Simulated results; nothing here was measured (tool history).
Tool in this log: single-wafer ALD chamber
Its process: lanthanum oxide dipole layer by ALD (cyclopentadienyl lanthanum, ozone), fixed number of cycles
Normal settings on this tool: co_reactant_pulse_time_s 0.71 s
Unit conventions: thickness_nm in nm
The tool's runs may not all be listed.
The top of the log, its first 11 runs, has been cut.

| run | hour | co_reactant_pulse_time_s | read-back reference wafer on the same gauge, thickness_nm | thickness_nm |
|---|---|---|---|---|
| 12 | 191.1 | 0.71 | 0.459 | 0.376 |
| 13 | 204.0 | 0.71 | 0.459 | 0.378 |
| 14 | 221.6 | 0.71 | 0.459 | 0.377 |
| 15 | 229.6 | 0.93 | 0.459 | 0.430 |
| 16 | 259.7 | 0.54 | 0.459 | 0.320 |
|  | 268.2 | showerhead replaced, of another model than before |
| 17 | 268.7 | 0.71 | 0.459 | 0.389 |
| 18 | 278.3 | 0.83 | 0.459 | 0.414 |
| 19 | 328.0 | 0.56 | 0.459 | 0.351 |
| 20 | 341.7 | 0.71 | 0.459 | 0.387 |
| 21 | 348.4 | 0.71 | 0.459 | 0.384 |
| 22 | 356.6 | 0.71 | 0.459 | 0.382 |
| 23 | 367.6 | 0.63 | 0.459 | 0.365 |
|  | 387.8 | gauge calibrated |
| 24 | 395.8 | 0.71 | 0.459 | 0.385 |
| 25 | 403.7 | 0.87 | 0.458 | 0.418 |
|  | 416.9 | ozone generator serviced |
| 26 | 421.3 | 0.97 | 0.459 | 0.464 |
| 27 | 428.0 | 0.64 | 0.459 | 0.404 |
| 28 | 441.6 | 0.84 | 0.459 | 0.446 |
| 29 | 453.4 | 0.71 | 0.459 | 0.420 |
| 30 | 475.1 | 0.57 | 0.459 | 0.386 |
| 31 | 486.7 | 0.96 | 0.460 | 0.458 |
| 32 | 499.1 | 0.62 | 0.459 | 0.396 |
| 33 | 513.6 | 0.71 | 0.459 | 0.416 |
| 34 | 523.8 | 0.90 | 0.459 | 0.453 |
| 35 | 536.2 | 0.91 | 0.459 | 0.452 |

Predict each of these 3 candidate next runs independently; none follows another, all start after run 35:
| A | 536.6 | 0.85 | ? | ? |
| B | 536.6 | 0.59 | ? | ? |
| C | 536.6 | 0.46 | ? | ? |

| run | read-back reference wafer on the same gauge, thickness_nm | thickness_nm |
|---|---|---|
| A | 0.459 | 0.441 |
| B | 0.459 | 0.386 |
| C | 0.459 | 0.349 |
Had the tool no hidden state, the same runs would have come out as:
| run | thickness_nm |
|---|---|
| A | 0.447 |
| B | 0.393 |
| C | 0.356 |

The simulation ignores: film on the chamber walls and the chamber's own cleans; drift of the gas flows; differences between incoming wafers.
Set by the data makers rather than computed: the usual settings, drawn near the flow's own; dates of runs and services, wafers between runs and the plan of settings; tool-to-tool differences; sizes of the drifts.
